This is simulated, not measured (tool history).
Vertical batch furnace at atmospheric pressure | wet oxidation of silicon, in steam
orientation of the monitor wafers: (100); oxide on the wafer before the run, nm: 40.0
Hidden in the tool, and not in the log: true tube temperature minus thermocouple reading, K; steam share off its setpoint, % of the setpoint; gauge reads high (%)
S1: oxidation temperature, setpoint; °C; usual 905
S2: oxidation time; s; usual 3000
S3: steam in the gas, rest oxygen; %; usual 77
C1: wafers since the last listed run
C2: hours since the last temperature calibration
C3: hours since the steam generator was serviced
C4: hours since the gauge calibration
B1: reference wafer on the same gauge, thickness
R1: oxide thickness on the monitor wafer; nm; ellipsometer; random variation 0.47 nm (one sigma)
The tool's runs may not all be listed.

run 1 hour=0 | S1=905 S2=3000 S3=77 | C1=0 C2=3232.7 C3=3902.7 C4=732.3 | B1=127.92 | R1=146.71
run 2 hour=15.9 | S1=905 S2=3000 S3=77 | C1=297 C2=3248.6 C3=3918.6 C4=748.2 | B1=128.03 | R1=146
run 3 hour=44.1 | S1=905 S2=3000 S3=77 | C1=527 C2=3276.8 C3=3946.8 C4=776.4 | B1=127.89 | R1=146.19
run 4 hour=71.7 | S1=918 S2=3000 S3=77 | C1=516 C2=3304.4 C3=3974.4 C4=804 | B1=128.02 | R1=163.69
run 5 hour=100.9 | S1=905 S2=3000 S3=77 | C1=546 C2=3333.6 C3=4003.6 C4=833.2 | B1=128.07 | R1=145.51
run 6 hour=125.4 | S1=905 S2=3000 S3=77 | C1=458 C2=3358.1 C3=4028.1 C4=857.7 | B1=127.83 | R1=145.92
run 7 hour=142.8 | S1=905 S2=3000 S3=77 | C1=325 C2=3375.5 C3=4045.5 C4=875.1 | B1=128.14 | R1=145.43
run 8 hour=174.9 | S1=905 S2=3000 S3=77 | C1=600 C2=3407.6 C3=4077.6 C4=907.2 | B1=128.15 | R1=145.91
run 9 hour=209.5 | S1=905 S2=3000 S3=77 | C1=647 C2=3442.2 C3=4112.2 C4=941.8 | B1=127.99 | R1=144.74
run 10 hour=230.4 | S1=905 S2=3900 S3=77 | C1=390 C2=3463.1 C3=4133.1 C4=962.7 | B1=128.18 | R1=173.17
-- hour=255 steam generator serviced
run 11 hour=266.1 | S1=905 S2=3900 S3=77 | C1=218 C2=3498.8 C3=11.1 C4=998.4 | B1=128.06 | R1=187.68
-- hour=290.8 thermocouples replaced and temperature profile calibrated
run 12 hour=291.3 | S1=905 S2=3000 S3=77 | C1=22 C2=0.5 C3=36.3 C4=1023.6 | B1=127.95 | R1=148.91
run 13 hour=315.5 | S1=905 S2=3000 S3=77 | C1=452 C2=24.7 C3=60.5 C4=1047.8 | B1=128.05 | R1=149.31
run 14 hour=344.5 | S1=905 S2=3000 S3=77 | C1=542 C2=53.7 C3=89.5 C4=1076.8 | B1=127.94 | R1=148.88
run 15 hour=371.5 | S1=905 S2=3000 S3=77 | C1=505 C2=80.7 C3=116.5 C4=1103.8 | B1=128.06 | R1=149.33
-- hour=405.3 gauge calibrated
run 16 hour=431.8 | S1=925 S2=3000 S3=77 | C1=1127 C2=141 C3=176.8 C4=26.5 | B1=128.13 | R1=179.94
run 17 hour=454.5 | S1=905 S2=4200 S3=87 | C1=424 C2=163.7 C3=199.5 C4=49.2 | B1=128.03 | R1=207.67
run 18 hour=479.9 | S1=918 S2=4440 S3=82 | C1=475 C2=189.1 C3=224.9 C4=74.6 | B1=127.93 | R1=234.43
run 19 hour=512.2 | S1=905 S2=3000 S3=77 | C1=604 C2=221.4 C3=257.2 C4=106.9 | B1=128.04 | R1=150.3
run 20 hour=532.1 | S1=905 S2=3000 S3=72 | C1=372 C2=241.3 C3=277.1 C4=126.8 | B1=128 | R1=144.49
run 21 hour=555.4 | S1=905 S2=3000 S3=77 | C1=435 C2=264.6 C3=300.4 C4=150.1 | B1=127.88 | R1=150.62
run 22 hour=584.9 | S1=905 S2=3000 S3=77 | C1=551 C2=294.1 C3=329.9 C4=179.6 | B1=128.1 | R1=150.89
run 23 hour=611.7 | S1=905 S2=3000 S3=67 | C1=501 C2=320.9 C3=356.7 C4=206.4 | B1=127.95 | R1=136.9
run 24 hour=632 | S1=891 S2=2280 S3=85 | C1=379 C2=341.2 C3=377 C4=226.7 | B1=128.02 | R1=116.86
run 25 hour=651.2 | S1=891 S2=3540 S3=77 | C1=359 C2=360.4 C3=396.2 C4=245.9 | B1=128.2 | R1=146.28
run 26 hour=663.6 | S1=899 S2=1890 S3=66 | C1=231 C2=372.8 C3=408.6 C4=258.3 | B1=127.96 | R1=97.79
run 27 hour=685.3 | S1=905 S2=3000 S3=77 | C1=405 C2=394.5 C3=430.3 C4=280 | B1=128.04 | R1=151.54
run 28 hour=714.1 | S1=897 S2=1620 S3=84 | C1=538 C2=423.3 C3=459.1 C4=308.8 | B1=128.07 | R1=100.62
run 29 hour=741.3 | S1=892 S2=1500 S3=80 | C1=508 C2=450.5 C3=486.3 C4=336 | B1=127.96 | R1=90.07
run 30 hour=773.1 | S1=905 S2=3600 S3=71 | C1=594 C2=482.3 C3=518.1 C4=367.8 | B1=127.93 | R1=161.42
run 31 hour=790.5 | S1=905 S2=3000 S3=77 | C1=325 C2=499.7 C3=535.5 C4=385.2 | B1=128.08 | R1=151.3
run 32 hour=829.1 | S1=905 S2=3000 S3=77 | C1=722 C2=538.3 C3=574.1 C4=423.8 | B1=127.89 | R1=151.89
run 33 hour=868.1 | S1=905 S2=1620 S3=66 | C1=729 C2=577.3 C3=613.1 C4=462.8 | B1=128.16 | R1=94.37
run 34 hour=895.7 | S1=911 S2=3870 S3=65 | C1=516 C2=604.9 C3=640.7 C4=490.4 | B1=128.03 | R1=171.77
run 35 hour=920 | S1=905 S2=3000 S3=77 | C1=454 C2=629.2 C3=665 C4=514.7 | B1=127.98 | R1=152.27
run 36 hour=955.8 | S1=905 S2=3000 S3=77 | C1=669 C2=665 C3=700.8 C4=550.5 | B1=127.91 | R1=152.35
run 37 hour=982.6 | S1=914 S2=3630 S3=77 | C1=501 C2=691.8 C3=727.6 C4=577.3 | B1=127.93 | R1=189.05

Hidden state or all else? Some run-to-run changes of R1, split into what the settings, what came in and random variation would give without the hidden state, and what is left for the hidden state (with any gauge scatter that isn't in both results):
Run 3 -> 4: S1 905 -> 918. R1 +17.5 nm: hidden state -1.58, all else +19.08.
Run 10 -> 11: steam generator serviced. R1 +14.51 nm: hidden state +14.25, all else +0.26.
Run 11 -> 12: S2 3900 -> 3000, thermocouples replaced and temperature profile calibrated. R1 -38.77 nm: hidden state -8.71, all else -30.06.
Run 18 -> 19: S1 918 -> 905, S2 4440 -> 3000, S3 82 -> 77. R1 -84.13 nm: hidden state +0.05, all else -84.18.
Run 29 -> 30: S1 892 -> 905, S2 1500 -> 3600, S3 80 -> 71. R1 +71.35 nm: hidden state +1.16, all else +70.19.
Run 33 -> 34: S1 905 -> 911, S2 1620 -> 3870, S3 66 -> 65. R1 +77.4 nm: hidden state +1.38, all else +76.02.
